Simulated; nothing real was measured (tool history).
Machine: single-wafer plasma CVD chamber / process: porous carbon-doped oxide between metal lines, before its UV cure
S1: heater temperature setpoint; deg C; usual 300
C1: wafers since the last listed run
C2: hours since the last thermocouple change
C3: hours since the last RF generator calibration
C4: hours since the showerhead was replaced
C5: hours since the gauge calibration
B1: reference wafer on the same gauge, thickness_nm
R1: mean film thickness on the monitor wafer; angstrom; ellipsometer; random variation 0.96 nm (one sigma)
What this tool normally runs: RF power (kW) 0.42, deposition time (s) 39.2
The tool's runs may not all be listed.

run 1 hour=0 | S1=300 RF_power_(kW)=0.42 deposition_time_(s)=39.2 | C1=0 C2=674.3 C3=1325 C4=4840.5 C5=799.1 | B1=208.005 | R1=1866.54
run 2 hour=98.2 | S1=300 RF_power_(kW)=0.42 deposition_time_(s)=39.2 | C1=2916 C2=772.5 C3=1423.2 C4=4938.7 C5=897.3 | B1=207.939 | R1=1876.07
run 3 hour=206.1 | S1=300 RF_power_(kW)=0.42 deposition_time_(s)=41.6 | C1=3204 C2=880.4 C3=1531.1 C4=5046.6 C5=1005.2 | B1=207.789 | R1=1974.52
run 4 hour=306 | S1=300 RF_power_(kW)=0.42 deposition_time_(s)=41.6 | C1=2966 C2=980.3 C3=1631 C4=5146.5 C5=1105.1 | B1=207.767 | R1=1977.26
run 5 hour=368.2 | S1=300 RF_power_(kW)=0.42 deposition_time_(s)=39.2 | C1=1847 C2=1042.5 C3=1693.2 C4=5208.7 C5=1167.3 | B1=208.297 | R1=1863.41
run 6 hour=438.6 | S1=300 RF_power_(kW)=0.48 deposition_time_(s)=39.2 | C1=2090 C2=1112.9 C3=1763.6 C4=5279.1 C5=1237.7 | B1=208.388 | R1=2053.59
run 7 hour=527.6 | S1=300 RF_power_(kW)=0.48 deposition_time_(s)=39.2 | C1=2642 C2=1201.9 C3=1852.6 C4=5368.1 C5=1326.7 | B1=207.613 | R1=2048.44
-- hour=568.1 thermocouple changed; heater temperature recalibrated
-- hour=586.9 showerhead replaced
run 8 hour=617.4 | S1=300 RF_power_(kW)=0.42 deposition_time_(s)=39.2 | C1=2191 C2=49.3 C3=1942.4 C4=30.5 C5=1416.5 | B1=207.978 | R1=1864.14
run 9 hour=677 | S1=300 RF_power_(kW)=0.42 deposition_time_(s)=39.2 | C1=1769 C2=108.9 C3=2002 C4=90.1 C5=1476.1 | B1=208.09 | R1=1861.57
run 10 hour=745.8 | S1=306 RF_power_(kW)=0.42 deposition_time_(s)=44.4 | C1=2043 C2=177.7 C3=2070.8 C4=158.9 C5=1544.9 | B1=208.167 | R1=2021.03
-- hour=843.7 gauge calibrated
run 11 hour=852.5 | S1=306 RF_power_(kW)=0.42 deposition_time_(s)=44.4 | C1=3168 C2=284.4 C3=2177.5 C4=265.6 C5=8.8 | B1=207.707 | R1=2015.49
run 12 hour=905.3 | S1=292 RF_power_(kW)=0.5 deposition_time_(s)=46.2 | C1=1567 C2=337.2 C3=2230.3 C4=318.4 C5=61.6 | B1=207.741 | R1=2615.89
-- hour=934.8 RF generator calibrated
run 13 hour=969.7 | S1=305 RF_power_(kW)=0.42 deposition_time_(s)=39.2 | C1=1674 C2=401.6 C3=34.9 C4=382.8 C5=126 | B1=207.615 | R1=1808.05
run 14 hour=1007.1 | S1=309 RF_power_(kW)=0.365 deposition_time_(s)=41.2 | C1=1110 C2=439 C3=72.3 C4=420.2 C5=163.4 | B1=207.557 | R1=1675.83
run 15 hour=1072.8 | S1=291 RF_power_(kW)=0.445 deposition_time_(s)=39.2 | C1=1950 C2=504.7 C3=138 C4=485.9 C5=229.1 | B1=207.933 | R1=2068.9
run 16 hour=1152.4 | S1=300 RF_power_(kW)=0.385 deposition_time_(s)=34.2 | C1=2363 C2=584.3 C3=217.6 C4=565.5 C5=308.7 | B1=207.796 | R1=1547.24
run 17 hour=1239.6 | S1=304 RF_power_(kW)=0.345 deposition_time_(s)=44.2 | C1=2589 C2=671.5 C3=304.8 C4=652.7 C5=395.9 | B1=207.979 | R1=1772.84
run 18 hour=1333.6 | S1=288 RF_power_(kW)=0.5 deposition_time_(s)=41.7 | C1=2791 C2=765.5 C3=398.8 C4=746.7 C5=489.9 | B1=207.72 | R1=2410.66
run 19 hour=1430.2 | S1=300 RF_power_(kW)=0.42 deposition_time_(s)=41.6 | C1=2868 C2=862.1 C3=495.4 C4=843.3 C5=586.5 | B1=207.885 | R1=1968.17
run 20 hour=1497.7 | S1=300 RF_power_(kW)=0.42 deposition_time_(s)=39.2 | C1=2004 C2=929.6 C3=562.9 C4=910.8 C5=654 | B1=207.984 | R1=1864.2
run 21 hour=1540.7 | S1=306 RF_power_(kW)=0.47 deposition_time_(s)=35.1 | C1=1276 C2=972.6 C3=605.9 C4=953.8 C5=697 | B1=207.9 | R1=1723.19

Below are 5 alternative next runs, each starting from the tool's condition after run 21. Predict each:
run A hour=1541.1 | S1=307 RF_power_(kW)=0.42 deposition_time_(s)=39.2 | C1=11 C2=973 C3=606.3 C4=954.2 C5=697.4 | B1=? | R1=?
run B hour=1541.1 | S1=300 RF_power_(kW)=0.38 deposition_time_(s)=39.2 | C1=11 C2=973 C3=606.3 C4=954.2 C5=697.4 | B1=? | R1=?
run C hour=1541.1 | S1=308 RF_power_(kW)=0.38 deposition_time_(s)=44.7 | C1=11 C2=973 C3=606.3 C4=954.2 C5=697.4 | B1=? | R1=?
run D hour=1541.1 | S1=306 RF_power_(kW)=0.42 deposition_time_(s)=35.7 | C1=11 C2=973 C3=606.3 C4=954.2 C5=697.4 | B1=? | R1=?
run E hour=1541.1 | S1=291 RF_power_(kW)=0.36 deposition_time_(s)=39.2 | C1=11 C2=973 C3=606.3 C4=954.2 C5=697.4 | B1=? | R1=?

run=A B1=207.925 R1=1801.22
run=B B1=207.925 R1=1752.29
run=C B1=207.925 R1=1893.8
run=D B1=207.925 R1=1654.71
run=E B1=207.925 R1=1788.32
Stripped of hidden state, with their random variation kept, the same runs would have yielded:
run=A R1=1801.22
run=B R1=1752.29
run=C R1=1893.8
run=D R1=1654.71
run=E R1=1788.32
